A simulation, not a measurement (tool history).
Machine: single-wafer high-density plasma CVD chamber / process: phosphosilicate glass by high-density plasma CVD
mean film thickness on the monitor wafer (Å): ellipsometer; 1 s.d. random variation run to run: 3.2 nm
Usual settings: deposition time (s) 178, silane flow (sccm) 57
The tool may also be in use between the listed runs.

run,day,deposition time (s),silane flow (sccm),wafers since the last listed run,hours since the silane flow controller was replaced,hours since the gauge calibration,"read-back reference wafer on the same gauge, thickness_nm",mean film thickness on the monitor wafer (Å)
1,0.000,158,57,0,1452.5,331.8,1119.125,9022.68
2,2.388,178,62,753,1509.8,389.1,1119.992,11089.38
3,3.746,178,62,428,1542.4,421.7,1120.220,11086.16
4,5.362,178,57,510,1581.2,460.5,1120.489,10170.35
5,7.712,178,57,741,1637.6,516.9,1120.469,10183.24
6,9.662,178,57,615,1684.4,563.7,1120.221,10203.07
7,10.758,178,57,345,1710.7,590.0,1119.948,10227.46
8,12.933,157,57,686,1762.9,642.2,1120.186,8999.36
9,15.558,157,57,828,1825.9,705.2,1119.905,8941.70
10,18.479,166,57,921,1896.0,775.3,1119.662,9509.05
11,20.800,178,57,732,1951.7,831.0,1120.271,10203.66
# day 21.500: gauge calibrated
12,23.550,178,63,867,2017.7,49.2,1119.776,11277.57
13,25.742,159,65,691,2070.3,101.8,1120.139,10377.30
# day 27.933: silane flow controller replaced
14,27.950,178,62,591,0.4,154.8,1120.023,11531.33
15,30.417,193,65,778,59.6,214.0,1120.339,13091.45
16,32.171,187,46,553,101.7,256.1,1120.738,9008.32
17,35.029,166,46,901,170.3,324.7,1119.413,7944.01
18,36.462,178,66,452,204.7,359.1,1119.736,12226.29
19,37.829,147,46,431,237.5,391.9,1119.821,7064.80
20,40.521,206,50,849,302.1,456.5,1121.023,10678.07
21,41.554,178,57,326,326.9,481.3,1119.688,10457.81
22,42.825,178,57,400,357.4,511.8,1119.787,10490.30
23,44.883,192,57,649,406.8,561.2,1120.125,11220.31
24,46.067,192,57,373,435.2,589.6,1119.985,11284.96
25,48.758,150,51,849,499.8,654.2,1120.657,7845.79
26,51.383,144,57,828,562.8,717.2,1119.657,8401.15

Here are 5 independent what-if runs from the current tool condition. What would each one return?
A,51.400,178,57,5,563.2,717.6,?,?
B,51.400,178,65,5,563.2,717.6,?,?
C,51.400,206,49,5,563.2,717.6,?,?
D,51.400,197,49,5,563.2,717.6,?,?
E,51.400,162,57,5,563.2,717.6,?,?

run,"read-back reference wafer on the same gauge, thickness_nm",mean film thickness on the monitor wafer (Å)
A,1119.415,10398.02
B,1119.415,11843.48
C,1119.415,10360.83
D,1119.415,9908.18
E,1119.415,9463.37
Had the tool no hidden state, the same runs would have come out as:
run,mean film thickness on the monitor wafer (Å)
A,10589.90
B,12062.03
C,10552.02
D,10091.01
E,9638.00

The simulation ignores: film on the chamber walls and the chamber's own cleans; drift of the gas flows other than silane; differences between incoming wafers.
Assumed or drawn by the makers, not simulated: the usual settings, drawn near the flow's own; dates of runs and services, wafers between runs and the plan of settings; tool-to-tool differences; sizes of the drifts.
